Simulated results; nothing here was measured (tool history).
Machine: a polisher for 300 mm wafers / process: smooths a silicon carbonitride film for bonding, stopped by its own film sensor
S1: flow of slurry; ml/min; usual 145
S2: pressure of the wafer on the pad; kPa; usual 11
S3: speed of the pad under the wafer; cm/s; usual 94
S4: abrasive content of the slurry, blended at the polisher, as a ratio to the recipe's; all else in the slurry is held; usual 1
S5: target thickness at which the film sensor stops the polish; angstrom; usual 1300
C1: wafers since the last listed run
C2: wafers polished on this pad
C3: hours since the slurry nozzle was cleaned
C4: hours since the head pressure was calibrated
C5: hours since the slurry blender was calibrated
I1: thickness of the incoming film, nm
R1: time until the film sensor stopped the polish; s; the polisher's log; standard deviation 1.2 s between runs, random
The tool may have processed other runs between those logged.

| run | day | S1 | S2 | S3 | S4 | S5 | C1 | C2 | C3 | C4 | C5 | I1 | R1 |
|---|---|---|---|---|---|---|---|---|---|---|---|---|---|
| 1 | 0 | 145 | 11 | 94 | 1 | 1300 | 0 | 1672 | 86.8 | 626.6 | 131.6 | 150.5 | 118.9 |
| 2 | 2.858 | 145 | 11 | 94 | 1 | 1300 | 778 | 2450 | 155.4 | 695.2 | 200.2 | 147.3 | 101.9 |
|  | 3.267 | head pressure recalibrated |
| 3 | 4.921 | 145 | 11 | 94 | 1 | 1300 | 539 | 2990 | 204.9 | 39.7 | 249.7 | 148.1 | 100.4 |
|  | 5.825 | worn pad replaced by a new one |
|  | 6.517 | slurry blender recalibrated |
| 4 | 9.138 | 145 | 11 | 94 | 1 | 1300 | 1080 | 880 | 306.1 | 140.9 | 62.9 | 150.3 | 116.2 |
| 5 | 11.3 | 145 | 11 | 94 | 1 | 1300 | 589 | 1469 | 358 | 192.8 | 114.8 | 151.2 | 119.9 |
| 6 | 14.942 | 145 | 11 | 94 | 1 | 1300 | 991 | 2461 | 445.4 | 280.2 | 202.2 | 152.9 | 132.6 |
| 7 | 16.929 | 145 | 11 | 94 | 1 | 1300 | 541 | 3002 | 493.1 | 327.9 | 249.9 | 151.7 | 126.8 |
|  | 17.596 | worn pad replaced by a new one |
| 8 | 18.496 | 145 | 11 | 94 | 1 | 1300 | 381 | 245 | 530.7 | 365.5 | 287.5 | 150.1 | 117 |
|  | 20.679 | slurry blender recalibrated |
| 9 | 21.912 | 145 | 11 | 72 | 1 | 1300 | 908 | 1153 | 612.7 | 447.5 | 29.6 | 149.2 | 138.8 |
|  | 22.688 | slurry nozzle cleaned |
| 10 | 26.342 | 145 | 11 | 72 | 1 | 1300 | 1195 | 2348 | 87.7 | 553.8 | 135.9 | 148.4 | 133.7 |
| 11 | 28.225 | 145 | 11 | 82 | 0.75 | 1240 | 513 | 2861 | 132.9 | 599 | 181.1 | 148.6 | 187.2 |
|  | 28.796 | worn pad replaced by a new one |
| 12 | 29.912 | 145 | 8.3 | 94 | 1 | 1350 | 414 | 304 | 173.4 | 639.5 | 221.6 | 148.7 | 103.7 |
|  | 32.446 | head pressure recalibrated |
|  | 33.275 | slurry blender recalibrated |
| 13 | 33.304 | 145 | 11 | 72 | 1 | 1300 | 878 | 1182 | 254.8 | 20.6 | 0.7 | 148.8 | 124.3 |
|  | 41.542 | worn pad replaced by a new one |
| 14 | 45.025 | 145 | 11 | 94 | 1 | 1300 | 3147 | 949 | 536.1 | 301.9 | 282 | 148.9 | 110 |
|  | 46.367 | slurry blender recalibrated |
|  | 47.158 | slurry nozzle cleaned |
| 15 | 47.458 | 145 | 11 | 94 | 0.85 | 1340 | 628 | 1577 | 7.2 | 360.3 | 26.2 | 152.2 | 114 |

For run 16, what comes out?
| 16 | 50.258 | 145 | 14.5 | 84 | 1.1 | 1340 | 762 | 2340 | 74.4 | 427.5 | 93.4 | 149.9 | ? |

R1: 75.6 s
On a tool with no hidden condition, and with the same random variation, this run would have come out at R1 69.5 s.
